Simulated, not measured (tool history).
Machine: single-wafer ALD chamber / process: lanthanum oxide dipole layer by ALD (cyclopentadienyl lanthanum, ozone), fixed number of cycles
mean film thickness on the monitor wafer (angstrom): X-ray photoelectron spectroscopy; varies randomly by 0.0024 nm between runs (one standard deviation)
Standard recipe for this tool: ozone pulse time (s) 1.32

run	hour	ozone pulse time (s)	read-back reference wafer on the same gauge, thickness_nm	mean film thickness on the monitor wafer (angstrom)
1	0	1.32	0.488	5
2	67.7	1.32	0.488	4.94
3	127.2	0.95	0.488	4.45
4	157.2	0.95	0.488	4.46
5	224.7	1.32	0.487	4.91
6	269.1	1.32	0.486	4.9
# hour 283.1: gauge calibrated
7	323.4	1.32	0.489	4.84
8	376.2	1.65	0.489	5.08
# hour 449.2: ozone generator serviced
9	449.7	1.13	0.489	4.23
10	493.4	1.73	0.488	4.9
# hour 515.2: thermocouple changed; heater temperature recalibrated
11	541.4	1.73	0.488	4.91
# hour 554.9: ozone generator serviced, repeated, since the last time left the tool worse
# hour 574.1: showerhead replaced
12	610	1.15	0.489	4.89
13	640.4	0.89	0.488	4.49
14	666.9	1.01	0.488	4.67
15	816.2	1.06	0.488	4.75

Selected run-to-run steps in mean film thickness on the monitor wafer (angstrom), each split into two signed amounts: the part the tool would show with no hidden state at all (from settings, incoming material and random variation), and the remainder, which goes to the hidden state together with any gauge scatter not common to the measured and the hidden-state-free results:
Hidden conditions of the tool in this case: wafer temperature above the value expected at the setpoint (K); ozone dose above that of a generator just serviced (%); gauge reads high (%).
Run 8 -> 9: ozone pulse time (s) 1.65 -> 1.13, ozone generator serviced. mean film thickness on the monitor wafer (angstrom) -0.85: hidden state -0.49, all else -0.36.
